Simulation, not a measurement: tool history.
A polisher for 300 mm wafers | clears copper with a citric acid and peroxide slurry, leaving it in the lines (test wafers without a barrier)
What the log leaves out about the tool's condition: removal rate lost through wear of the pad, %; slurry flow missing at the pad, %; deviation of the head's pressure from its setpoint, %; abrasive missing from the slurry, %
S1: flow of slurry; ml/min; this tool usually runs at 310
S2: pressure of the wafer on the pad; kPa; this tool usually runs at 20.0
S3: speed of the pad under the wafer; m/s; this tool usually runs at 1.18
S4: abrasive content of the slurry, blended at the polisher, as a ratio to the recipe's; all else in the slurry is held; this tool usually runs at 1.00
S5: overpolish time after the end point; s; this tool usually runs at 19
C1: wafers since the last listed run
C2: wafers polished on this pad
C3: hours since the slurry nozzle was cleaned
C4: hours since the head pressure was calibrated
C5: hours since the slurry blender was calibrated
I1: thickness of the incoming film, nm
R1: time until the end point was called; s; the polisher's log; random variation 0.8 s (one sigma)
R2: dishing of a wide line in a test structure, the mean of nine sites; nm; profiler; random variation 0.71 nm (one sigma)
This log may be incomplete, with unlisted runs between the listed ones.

run 1 hour=0.0 | S1=310 S2=20.0 S3=1.28 S4=1.00 S5=19 | C1=0 C2=708 C3=471.1 C4=971.4 C5=228.2 | I1=191.8 | R1=70.7 R2=29.9
-- hour=7.3 slurry blender recalibrated
run 2 hour=26.1 | S1=310 S2=20.0 S3=1.28 S4=1.00 S5=19 | C1=185 C2=894 C3=497.2 C4=997.5 C5=18.8 | I1=195.3 | R1=72.1 R2=32.0
run 3 hour=38.7 | S1=310 S2=20.0 S3=1.28 S4=1.00 S5=19 | C1=97 C2=991 C3=509.8 C4=1010.1 C5=31.4 | I1=195.4 | R1=73.8 R2=30.3
run 4 hour=72.7 | S1=310 S2=20.0 S3=1.18 S4=1.00 S5=19 | C1=262 C2=1253 C3=543.8 C4=1044.1 C5=65.4 | I1=193.2 | R1=77.3 R2=28.7
run 5 hour=96.1 | S1=365 S2=20.0 S3=1.36 S4=1.00 S5=19 | C1=180 C2=1433 C3=567.2 C4=1067.5 C5=88.8 | I1=193.6 | R1=67.2 R2=33.3
-- hour=106.1 worn pad replaced by a new one
run 6 hour=116.7 | S1=310 S2=20.0 S3=1.18 S4=1.00 S5=19 | C1=128 C2=81 C3=587.8 C4=1088.1 C5=109.4 | I1=194.5 | R1=79.4 R2=27.7
run 7 hour=147.2 | S1=310 S2=20.0 S3=1.18 S4=1.00 S5=19 | C1=235 C2=316 C3=618.3 C4=1118.6 C5=139.9 | I1=194.0 | R1=80.6 R2=28.0
run 8 hour=163.3 | S1=310 S2=20.0 S3=1.18 S4=1.00 S5=19 | C1=124 C2=440 C3=634.4 C4=1134.7 C5=156.0 | I1=198.1 | R1=83.1 R2=28.3
run 9 hour=193.3 | S1=310 S2=20.0 S3=1.18 S4=1.00 S5=19 | C1=231 C2=672 C3=664.4 C4=1164.7 C5=186.0 | I1=194.0 | R1=80.6 R2=29.3
-- hour=220.4 slurry nozzle cleaned
run 10 hour=220.9 | S1=400 S2=20.0 S3=1.56 S4=1.00 S5=19 | C1=205 C2=877 C3=0.5 C4=1192.3 C5=213.6 | I1=193.3 | R1=55.7 R2=37.7
-- hour=235.5 head pressure recalibrated
run 11 hour=251.2 | S1=310 S2=20.0 S3=1.18 S4=1.00 S5=9 | C1=218 C2=1095 C3=30.8 C4=15.7 C5=243.9 | I1=194.7 | R1=76.9 R2=15.1
-- hour=276.2 slurry blender recalibrated
run 12 hour=284.0 | S1=310 S2=20.0 S3=0.96 S4=0.80 S5=19 | C1=237 C2=1333 C3=63.6 C4=48.5 C5=7.8 | I1=194.9 | R1=96.7 R2=24.6
-- hour=301.3 worn pad replaced by a new one
run 13 hour=301.8 | S1=310 S2=20.0 S3=1.18 S4=1.00 S5=19 | C1=106 C2=3 C3=81.4 C4=66.3 C5=25.6 | I1=193.0 | R1=74.9 R2=30.5
run 14 hour=316.9 | S1=405 S2=15.9 S3=1.18 S4=1.10 S5=19 | C1=116 C2=120 C3=96.5 C4=81.4 C5=40.7 | I1=196.0 | R1=91.8 R2=25.3
run 15 hour=335.4 | S1=255 S2=17.9 S3=1.28 S4=1.00 S5=10 | C1=142 C2=263 C3=115.0 C4=99.9 C5=59.2 | I1=193.9 | R1=80.7 R2=16.5
run 16 hour=356.1 | S1=310 S2=20.0 S3=1.30 S4=1.00 S5=19 | C1=159 C2=422 C3=135.7 C4=120.6 C5=79.9 | I1=195.8 | R1=69.1 R2=31.5
run 17 hour=378.6 | S1=280 S2=25.5 S3=1.46 S4=0.75 S5=19 | C1=173 C2=596 C3=158.2 C4=143.1 C5=102.4 | I1=196.7 | R1=52.3 R2=40.1
run 18 hour=402.1 | S1=310 S2=20.0 S3=1.18 S4=1.00 S5=19 | C1=181 C2=777 C3=181.7 C4=166.6 C5=125.9 | I1=196.2 | R1=77.5 R2=29.0

Exercise: give the hidden state of the tool at every run:
removal rate lost through wear of the pad, %: 0 at every run
deviation of the head's pressure from its setpoint, %: 0 at every run
abrasive missing from the slurry, %: 0 at every run
H1: slurry flow missing at the pad, %
run=1 H1=23.4
run=2 H1=25.8
run=3 H1=27
run=4 H1=30.5
run=5 H1=33
run=6 H1=35.3
run=7 H1=38.9
run=8 H1=40.8
run=9 H1=44.6
run=10 H1=1.91
run=11 H1=2
run=12 H1=2.3
run=13 H1=2.55
run=14 H1=2.81
run=15 H1=3.19
run=16 H1=3.69
run=17 H1=4.33
run=18 H1=5.1
